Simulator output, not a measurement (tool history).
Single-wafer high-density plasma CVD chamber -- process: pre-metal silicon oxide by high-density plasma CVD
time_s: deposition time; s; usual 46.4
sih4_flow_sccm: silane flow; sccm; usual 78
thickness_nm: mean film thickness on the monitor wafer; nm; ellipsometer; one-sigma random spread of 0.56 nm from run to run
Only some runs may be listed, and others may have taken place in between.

run,hour,time_s,sih4_flow_sccm,"read-back reference wafer on the same gauge, thickness_nm",thickness_nm
1,0,46.4,78,412.936,399.716
2,34.6,39.1,78,412.943,336.62
3,51.3,39.1,78,413.021,335.696
4,74.5,39.1,78,413.01,335.773
5,97.6,46.4,71,412.986,363.402
6,131.1,46.4,78,412.996,399.557
7,149.3,46.4,78,412.981,399.199
8,165.9,46.4,78,413.066,398.433
9,193.2,39.5,83,413.032,361.528
10,205.7,39.5,83,412.973,361.473
11,217.9,39.5,83,412.986,362.058
# hour 228.8: gauge calibrated
12,248.5,51.9,90,412.862,515.21
13,282.5,50.9,78,413.121,437.099
14,305.1,41.9,65,412.959,300.39
15,328.2,52.4,85,413.052,492.44
16,349.2,46.4,78,413.036,398.218
17,367.3,37.9,85,413.018,355.284
18,381.8,46.4,78,412.989,398.809
# hour 393.1: silane flow controller replaced
19,426.9,46.4,78,413.021,376.481
20,454.6,39.5,83,412.941,341.41
21,481.6,41.6,87,412.847,377.158
22,503.2,38.3,92,413.025,368.058

5 ways to go on from here, each from the tool as it stands after run 22. What would each give?
A,503.6,53.4,78,?,?
B,503.6,41.2,87,?,?
C,503.6,39.6,65,?,?
D,503.6,40.2,68,?,?
E,503.6,50.9,64,?,?

run,"read-back reference wafer on the same gauge, thickness_nm",thickness_nm
A,412.945,435.434
B,412.945,374.717
C,412.945,269.088
D,412.945,285.773
E,412.945,340.553
Stripped of hidden state, with their random variation kept, the same runs would have yielded:
run,thickness_nm
A,432.369
B,372.079
C,267.194
D,283.761
E,338.155
